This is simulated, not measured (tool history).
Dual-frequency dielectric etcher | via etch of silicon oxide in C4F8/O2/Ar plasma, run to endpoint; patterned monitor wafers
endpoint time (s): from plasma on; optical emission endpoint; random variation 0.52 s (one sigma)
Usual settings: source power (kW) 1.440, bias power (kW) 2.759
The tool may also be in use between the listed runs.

| run | hour | source power (kW) | bias power (kW) | incoming incoming film thickness, nm | endpoint time (s) |
|---|---|---|---|---|---|
| 1 | 0.0 | 1.440 | 2.759 | 830.5 | 169.6 |
| 2 | 17.1 | 1.440 | 2.759 | 826.7 | 169.7 |
| 3 | 30.4 | 1.440 | 2.759 | 835.6 | 170.6 |
| 4 | 48.4 | 1.440 | 2.759 | 822.6 | 168.5 |
| 5 | 59.1 | 1.440 | 2.759 | 828.6 | 169.7 |
| 6 | 70.0 | 1.440 | 2.759 | 829.7 | 169.1 |
|  | 97.4 | upper electrode replaced |
| 7 | 97.9 | 1.440 | 2.759 | 826.6 | 168.0 |
| 8 | 98.3 | 1.440 | 2.759 | 823.2 | 167.9 |
|  | 110.6 | source power generator calibrated |
| 9 | 112.7 | 1.440 | 2.759 | 832.0 | 168.7 |
| 10 | 126.4 | 1.440 | 2.759 | 830.1 | 168.1 |
| 11 | 134.9 | 1.440 | 2.759 | 836.3 | 170.5 |
|  | 144.9 | bias power generator calibrated |
|  | 167.4 | wet clean of the chamber |
| 12 | 167.9 | 1.540 | 2.759 | 821.5 | 169.8 |
| 13 | 168.3 | 1.590 | 2.419 | 829.7 | 176.8 |
| 14 | 168.7 | 1.640 | 2.759 | 836.6 | 169.9 |
| 15 | 184.9 | 1.440 | 2.759 | 831.7 | 174.7 |
| 16 | 192.2 | 1.440 | 2.759 | 834.7 | 175.7 |
| 17 | 209.6 | 1.130 | 2.251 | 835.7 | 202.7 |
| 18 | 219.0 | 1.590 | 2.419 | 828.2 | 176.2 |
| 19 | 269.7 | 1.540 | 3.227 | 830.6 | 161.1 |
| 20 | 281.8 | 1.110 | 2.759 | 827.6 | 186.1 |
| 21 | 295.5 | 1.440 | 2.759 | 833.2 | 174.4 |
| 22 | 307.8 | 1.250 | 3.381 | 832.5 | 168.9 |

The same runs without the tool's hidden state, with the same run-to-run variation:
The hidden state here: etch rate over this chamber's usual, %; source power that arrives over what is set, %; bias power that arrives over what is set, %.
| run | endpoint time (s) |
|---|---|
| 1 | 174.0 |
| 2 | 174.4 |
| 3 | 175.4 |
| 4 | 173.5 |
| 5 | 174.8 |
| 6 | 174.4 |
| 7 | 173.6 |
| 8 | 173.4 |
| 9 | 174.5 |
| 10 | 174.0 |
| 11 | 176.5 |
| 12 | 169.4 |
| 13 | 176.4 |
| 14 | 169.5 |
| 15 | 174.5 |
| 16 | 175.6 |
| 17 | 202.8 |
| 18 | 176.4 |
| 19 | 161.9 |
| 20 | 187.1 |
| 21 | 175.6 |
| 22 | 170.2 |
